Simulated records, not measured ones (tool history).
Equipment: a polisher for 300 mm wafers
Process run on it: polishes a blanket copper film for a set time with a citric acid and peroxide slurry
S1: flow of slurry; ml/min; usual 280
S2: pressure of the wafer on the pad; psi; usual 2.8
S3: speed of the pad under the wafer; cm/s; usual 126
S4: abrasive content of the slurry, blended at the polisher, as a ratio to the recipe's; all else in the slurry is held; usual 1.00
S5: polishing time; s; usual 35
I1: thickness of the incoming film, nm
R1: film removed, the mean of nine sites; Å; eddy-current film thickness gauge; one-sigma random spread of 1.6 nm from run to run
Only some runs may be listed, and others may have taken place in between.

{"run": 1, "hour": 0.0, "S1": 280, "S2": 2.8, "S3": 126, "S4": 1.0, "S5": 35, "I1": 861.5, "R1": 927}
{"run": 2, "hour": 47.7, "S1": 280, "S2": 3.4, "S3": 126, "S4": 1.0, "S5": 35, "I1": 860.2, "R1": 1116}
{"hour": 92.9, "done": "worn pad replaced by a new one"}
{"run": 3, "hour": 116.0, "S1": 280, "S2": 2.8, "S3": 126, "S4": 1.0, "S5": 35, "I1": 866.4, "R1": 1036}
{"run": 4, "hour": 181.2, "S1": 280, "S2": 2.8, "S3": 126, "S4": 1.0, "S5": 35, "I1": 840.8, "R1": 1012}
{"hour": 222.0, "done": "slurry nozzle cleaned"}
{"hour": 254.5, "done": "slurry blender recalibrated"}
{"run": 5, "hour": 285.1, "S1": 280, "S2": 2.8, "S3": 126, "S4": 1.0, "S5": 35, "I1": 847.3, "R1": 955}
{"run": 6, "hour": 343.5, "S1": 280, "S2": 2.8, "S3": 126, "S4": 1.0, "S5": 35, "I1": 862.0, "R1": 956}
{"hour": 424.0, "done": "head pressure recalibrated"}
{"run": 7, "hour": 443.2, "S1": 280, "S2": 2.8, "S3": 126, "S4": 1.0, "S5": 35, "I1": 862.6, "R1": 936}
{"hour": 458.4, "done": "worn pad replaced by a new one"}
{"run": 8, "hour": 547.0, "S1": 280, "S2": 2.8, "S3": 126, "S4": 1.0, "S5": 35, "I1": 862.5, "R1": 992}
{"hour": 631.9, "done": "slurry nozzle cleaned"}
{"run": 9, "hour": 647.3, "S1": 280, "S2": 2.8, "S3": 126, "S4": 1.0, "S5": 35, "I1": 851.9, "R1": 977}
{"hour": 656.1, "done": "slurry blender recalibrated"}
{"run": 10, "hour": 750.7, "S1": 280, "S2": 2.8, "S3": 160, "S4": 1.0, "S5": 35, "I1": 862.7, "R1": 1192}
{"hour": 828.6, "done": "worn pad replaced by a new one"}
{"run": 11, "hour": 856.9, "S1": 280, "S2": 2.8, "S3": 160, "S4": 1.0, "S5": 35, "I1": 856.1, "R1": 1275}
{"run": 12, "hour": 941.3, "S1": 280, "S2": 2.8, "S3": 126, "S4": 1.0, "S5": 35, "I1": 859.3, "R1": 967}
{"hour": 959.2, "done": "head pressure recalibrated"}
{"hour": 998.0, "done": "slurry nozzle cleaned"}
{"run": 13, "hour": 1024.2, "S1": 280, "S2": 2.8, "S3": 126, "S4": 1.0, "S5": 35, "I1": 846.8, "R1": 971}
{"hour": 1074.4, "done": "slurry blender recalibrated"}
{"run": 14, "hour": 1121.9, "S1": 280, "S2": 2.8, "S3": 126, "S4": 1.0, "S5": 30, "I1": 853.6, "R1": 818}
{"hour": 1159.9, "done": "worn pad replaced by a new one"}
{"run": 15, "hour": 1195.5, "S1": 280, "S2": 2.8, "S3": 126, "S4": 1.0, "S5": 35, "I1": 856.8, "R1": 1045}
{"run": 16, "hour": 1297.2, "S1": 280, "S2": 2.8, "S3": 126, "S4": 1.0, "S5": 35, "I1": 863.3, "R1": 956}
{"run": 17, "hour": 1342.4, "S1": 240, "S2": 3.7, "S3": 126, "S4": 0.9, "S5": 41, "I1": 860.4, "R1": 1363}
{"hour": 1424.7, "done": "slurry nozzle cleaned"}
{"run": 18, "hour": 1427.9, "S1": 280, "S2": 2.8, "S3": 142, "S4": 1.0, "S5": 39, "I1": 867.5, "R1": 1183}
{"hour": 1473.3, "done": "slurry blender recalibrated"}
{"hour": 1509.1, "done": "worn pad replaced by a new one"}
{"run": 19, "hour": 1509.6, "S1": 195, "S2": 2.8, "S3": 110, "S4": 1.25, "S5": 45, "I1": 853.4, "R1": 1228}
{"hour": 1543.4, "done": "head pressure recalibrated"}
{"run": 20, "hour": 1582.0, "S1": 280, "S2": 2.0, "S3": 96, "S4": 0.9, "S5": 43, "I1": 855.6, "R1": 707}
{"run": 21, "hour": 1657.1, "S1": 280, "S2": 2.8, "S3": 126, "S4": 1.0, "S5": 35, "I1": 853.1, "R1": 928}
{"run": 22, "hour": 1695.5, "S1": 280, "S2": 3.6, "S3": 162, "S4": 1.2, "S5": 23, "I1": 857.8, "R1": 984}
{"run": 23, "hour": 1793.9, "S1": 280, "S2": 2.1, "S3": 126, "S4": 1.0, "S5": 35, "I1": 852.8, "R1": 732}
{"hour": 1827.0, "done": "slurry nozzle cleaned"}
{"run": 24, "hour": 1858.8, "S1": 280, "S2": 2.8, "S3": 126, "S4": 1.0, "S5": 35, "I1": 866.1, "R1": 938}

Alternative continuations, all from the tool just after run 24; predict every row:
{"run": "A", "hour": 1859.2, "S1": 280, "S2": 2.8, "S3": 126, "S4": 1.0, "S5": 35, "I1": 847.6, "R1": "?"}
{"run": "B", "hour": 1859.2, "S1": 280, "S2": 2.8, "S3": 152, "S4": 0.85, "S5": 29, "I1": 847.6, "R1": "?"}
{"run": "C", "hour": 1859.2, "S1": 210, "S2": 2.8, "S3": 126, "S4": 1.0, "S5": 35, "I1": 847.6, "R1": "?"}

run=A R1=933
run=B R1=910
run=C R1=915
Take away the tool's hidden state, keep each run's random variation, and the runs would have read:
run=A R1=1065
run=B R1=1038
run=C R1=1043

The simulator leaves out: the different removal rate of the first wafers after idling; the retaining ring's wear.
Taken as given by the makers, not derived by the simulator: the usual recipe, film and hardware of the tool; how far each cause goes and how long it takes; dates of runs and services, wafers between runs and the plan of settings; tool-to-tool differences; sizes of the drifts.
